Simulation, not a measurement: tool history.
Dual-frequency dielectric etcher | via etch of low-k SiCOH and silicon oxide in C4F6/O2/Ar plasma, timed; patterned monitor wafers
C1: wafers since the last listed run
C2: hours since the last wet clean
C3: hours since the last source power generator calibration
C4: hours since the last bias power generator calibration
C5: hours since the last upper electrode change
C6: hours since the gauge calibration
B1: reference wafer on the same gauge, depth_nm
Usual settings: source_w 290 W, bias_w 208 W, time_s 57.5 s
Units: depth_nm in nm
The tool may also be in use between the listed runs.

Run 1, hour 0: usual settings; C1 0; C2 371; C3 3308.9; C4 1409.5; C5 4285.9; C6 136.8; B1 138.9. Result: depth_nm 132.5 nm.
Run 2, hour 44: usual settings; C1 513; C2 415; C3 3352.9; C4 1453.5; C5 4329.9; C6 180.8; B1 138.9. Result: depth_nm 131.7 nm.
Run 3, hour 119.1: usual settings; C1 876; C2 490.1; C3 3428; C4 1528.6; C5 4405; C6 255.9; B1 138.9. Result: depth_nm 131.1 nm.
Run 4, hour 210.5: usual settings but time_s 49 s; C1 1066; C2 581.5; C3 3519.4; C4 1620; C5 4496.4; C6 347.3; B1 139.1. Result: depth_nm 110.7 nm.
At hour 238.3: wet clean of the chamber.
Run 5, hour 248.3: usual settings but time_s 49 s; C1 160; C2 10; C3 3557.2; C4 1657.8; C5 4534.2; C6 385.1; B1 138.9. Result: depth_nm 114.7 nm.
Run 6, hour 340.2: usual settings but bias_w 169 W; C1 1072; C2 101.9; C3 3649.1; C4 1749.7; C5 4626.1; C6 477; B1 139.1. Result: depth_nm 123.5 nm.
Run 7, hour 399.8: usual settings but bias_w 169 W; C1 695; C2 161.5; C3 3708.7; C4 1809.3; C5 4685.7; C6 536.6; B1 138.9. Result: depth_nm 122.8 nm.
Run 8, hour 438: usual settings but bias_w 169 W; C1 445; C2 199.7; C3 3746.9; C4 1847.5; C5 4723.9; C6 574.8; B1 139.1. Result: depth_nm 123.5 nm.
Run 9, hour 480.7: usual settings but source_w 260 W, bias_w 187 W, time_s 68 s; C1 498; C2 242.4; C3 3789.6; C4 1890.2; C5 4766.6; C6 617.5; B1 139. Result: depth_nm 144.6 nm.
At hour 520.2: source power generator calibrated.
Run 10, hour 537.4: usual settings; C1 614; C2 299.1; C3 17.2; C4 1946.9; C5 4823.3; C6 674.2; B1 139.1. Result: depth_nm 131.4 nm.
At hour 592.8: upper electrode replaced.
Run 11, hour 595.1: usual settings but source_w 230 W, bias_w 236 W, time_s 51 s; C1 393; C2 356.8; C3 74.9; C4 2004.6; C5 2.3; C6 731.9; B1 138.7. Result: depth_nm 112.7 nm.
At hour 664.2: bias power generator calibrated.
Run 12, hour 686.7: usual settings but time_s 52 s; C1 1021; C2 448.4; C3 166.5; C4 22.5; C5 93.9; C6 823.5; B1 139.1. Result: depth_nm 118.6 nm.
At hour 743.9: gauge calibrated.
Run 13, hour 750: usual settings; C1 738; C2 511.7; C3 229.8; C4 85.8; C5 157.2; C6 6.1; B1 138.8. Result: depth_nm 130.9 nm.
Run 14, hour 816: usual settings but bias_w 235 W, time_s 66 s; C1 769; C2 577.7; C3 295.8; C4 151.8; C5 223.2; C6 72.1; B1 138.9. Result: depth_nm 156 nm.
At hour 902.5: wet clean of the chamber.
Run 15, hour 903: usual settings but source_w 240 W, bias_w 182 W, time_s 74 s; C1 734; C2 0.5; C3 382.8; C4 238.8; C5 310.2; C6 159.1; B1 139. Result: depth_nm 152.7 nm.
Run 16, hour 1128.8: usual settings; C1 2634; C2 226.3; C3 608.6; C4 464.6; C5 536; C6 384.9; B1 138.9. Result: depth_nm 132.9 nm.
Run 17, hour 1234.1: usual settings but bias_w 164 W, time_s 43.5 s; C1 1228; C2 331.6; C3 713.9; C4 569.9; C5 641.3; C6 490.2; B1 139.1. Result: depth_nm 90.9 nm.

Forecast each of these 3 alternatives for the next run:
Run A, hour 1234.5: usual settings but time_s 51 s; C1 4; C2 332; C3 714.3; C4 570.3; C5 641.7; C6 490.6; B1 ?. Result: depth_nm ?.
Run B, hour 1234.5: usual settings but bias_w 224 W, time_s 43.5 s; C1 4; C2 332; C3 714.3; C4 570.3; C5 641.7; C6 490.6; B1 ?. Result: depth_nm ?.
Run C, hour 1234.5: usual settings but source_w 340 W, time_s 49.5 s; C1 4; C2 332; C3 714.3; C4 570.3; C5 641.7; C6 490.6; B1 ?. Result: depth_nm ?.

run     B1  depth_nm
  A  138.8     116.8
  B  138.8     102.4
  C  138.8     119.8
Without the tool's hidden state the same runs would have given:
run  depth_nm
  A     119.1
  B     104.4
  C     122.2

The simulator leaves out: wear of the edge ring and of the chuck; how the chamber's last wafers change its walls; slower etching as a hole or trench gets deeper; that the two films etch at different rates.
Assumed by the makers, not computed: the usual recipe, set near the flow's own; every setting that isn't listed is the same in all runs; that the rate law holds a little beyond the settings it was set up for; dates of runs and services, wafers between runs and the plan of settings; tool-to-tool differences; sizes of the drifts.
